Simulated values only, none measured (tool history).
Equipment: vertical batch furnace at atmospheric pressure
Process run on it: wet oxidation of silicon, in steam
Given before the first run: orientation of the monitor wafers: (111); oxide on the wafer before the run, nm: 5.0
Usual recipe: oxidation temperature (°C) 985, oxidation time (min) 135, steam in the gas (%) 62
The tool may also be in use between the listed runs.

run,day,oxidation temperature (°C),oxidation time (min),steam in the gas (%),wafers since the last listed run,hours since the last temperature calibration,hours since the steam generator was serviced,hours since the gauge calibration,"read-back reference wafer on the same gauge, thickness",oxide thickness on the monitor wafer (angstrom)
1,0,985,135,62,0,3346.8,1526,261.3,583.9,5512.8
2,1.738,985,135,62,376,3388.5,1567.7,303,582.2,5506.4
3,5.971,985,135,62,918,3490.1,1669.3,404.6,581.97,5499.9
4,10.075,985,135,56,890,3588.6,1767.8,503.1,580.57,5140.7
5,14.071,985,135,56,867,3684.5,1863.7,599,578.61,5158.2
6,16.846,985,135,62,602,3751.1,1930.3,665.6,577.85,5452.6
7,21.042,985,135,62,910,3851.8,2031,766.3,577.14,5445.6
8,22.858,985,135,62,394,3895.4,2074.6,809.9,576.38,5447.2
9,26.525,985,135,62,795,3983.4,2162.6,897.9,575.47,5433.3
10,29.683,985,135,59,685,4059.2,2238.4,973.7,573.82,5285.5
11,31.779,985,135,58,454,4109.5,2288.7,1024,574,5209.4
12,34.379,997,135,62,564,4171.9,2351.1,1086.4,574.04,5773
# day 37.225: steam generator serviced
13,37.533,966,200,53,467,4247.6,7.4,1162.1,572.38,5595.4
# day 39.354: gauge calibrated
14,41.108,985,135,56,775,4333.4,93.2,42.1,587.92,5180.2
# day 44: thermocouples replaced and temperature profile calibrated
15,44.021,985,135,62,414,0.5,163.1,112,586.61,5553.6
16,45.296,975,181.5,53,276,31.1,193.7,142.6,585.63,5701.6
17,47.033,968,83.5,72,376,72.8,235.4,184.3,586.4,4042.3
18,49.629,985,135,58,563,135.1,297.7,246.6,584.64,5328.7
19,53.438,985,135,62,826,226.5,389.1,338,583.33,5519
20,54.967,970,179,55,331,263.2,425.8,374.7,583.75,5625.7
21,57.917,985,135,57,640,334,496.6,445.5,582.19,5229.3

Some steps in oxide thickness on the monitor wafer (angstrom) between neighbouring runs. How much of each would the tool show without its hidden state too (settings, what came in, random variation), and how much is left for the hidden state, with any gauge scatter that isn't in both results?
Hidden conditions of the tool in this case: true tube temperature minus thermocouple reading, K; steam share off its setpoint, % of the setpoint; gauge reads high (%).
Run 11 -> 12: oxidation temperature (°C) 985 -> 997, steam in the gas (%) 58 -> 62. oxide thickness on the monitor wafer (angstrom) +563.6: hidden state -19.1, all else +582.7.
Run 13 -> 14: oxidation temperature (°C) 966 -> 985, oxidation time (min) 200 -> 135, steam in the gas (%) 53 -> 56, gauge calibrated. oxide thickness on the monitor wafer (angstrom) -415.2: hidden state +143.4, all else -558.6.
Run 16 -> 17: oxidation temperature (°C) 975 -> 968, oxidation time (min) 181.5 -> 83.5, steam in the gas (%) 53 -> 72. oxide thickness on the monitor wafer (angstrom) -1659.3: hidden state -4, all else -1655.3.
Run 17 -> 18: oxidation temperature (°C) 968 -> 985, oxidation time (min) 83.5 -> 135, steam in the gas (%) 72 -> 58. oxide thickness on the monitor wafer (angstrom) +1286.4: hidden state -7.1, all else +1293.5.
